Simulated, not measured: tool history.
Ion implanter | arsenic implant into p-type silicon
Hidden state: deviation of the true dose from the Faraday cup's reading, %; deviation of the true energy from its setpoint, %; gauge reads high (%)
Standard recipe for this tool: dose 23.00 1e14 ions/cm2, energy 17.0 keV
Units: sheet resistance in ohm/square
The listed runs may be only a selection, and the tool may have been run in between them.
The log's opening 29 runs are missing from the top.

run,hour,dose,energy,wafers since the last listed run,hours since the last dose calibration,hours since the extraction supply was calibrated,hours since the gauge calibration,"read-back reference wafer on the same gauge, sheet resistance",sheet resistance
30,1780.4,29.61,13.0,1157,1038.4,645.1,227.7,139.99,130.33
31,1849.9,23.00,17.0,1783,1107.9,714.6,297.2,140.01,122.75
32,1908.6,23.00,14.0,1506,1166.6,773.3,355.9,139.95,130.78
33,1933.1,29.41,12.5,628,1191.1,797.8,380.4,140.02,131.64
34,1983.5,23.00,17.0,1293,1241.5,848.2,430.8,140.00,122.85
35,2011.7,27.55,22.5,723,1269.7,876.4,459.0,139.95,107.45
36,2044.3,17.39,22.0,836,1302.3,909.0,491.6,139.99,115.01
37,2069.4,26.29,22.0,644,1327.4,934.1,516.7,139.99,108.88
38,2122.6,23.00,12.5,1365,1380.6,987.3,569.9,139.99,135.17

What if the next run were any one of these 3? Each begins from the tool's condition after run 38:
A,2123.0,23.00,23.0,10,1381.0,987.7,570.3,?,?
B,2123.0,28.79,19.0,10,1381.0,987.7,570.3,?,?
C,2123.0,25.62,17.0,10,1381.0,987.7,570.3,?,?

run,"read-back reference wafer on the same gauge, sheet resistance",sheet resistance
A,139.98,108.32
B,139.98,114.78
C,139.98,121.27
With no hidden state in the tool, these same runs would have given:
run,sheet resistance
A,109.32
B,115.70
C,122.21
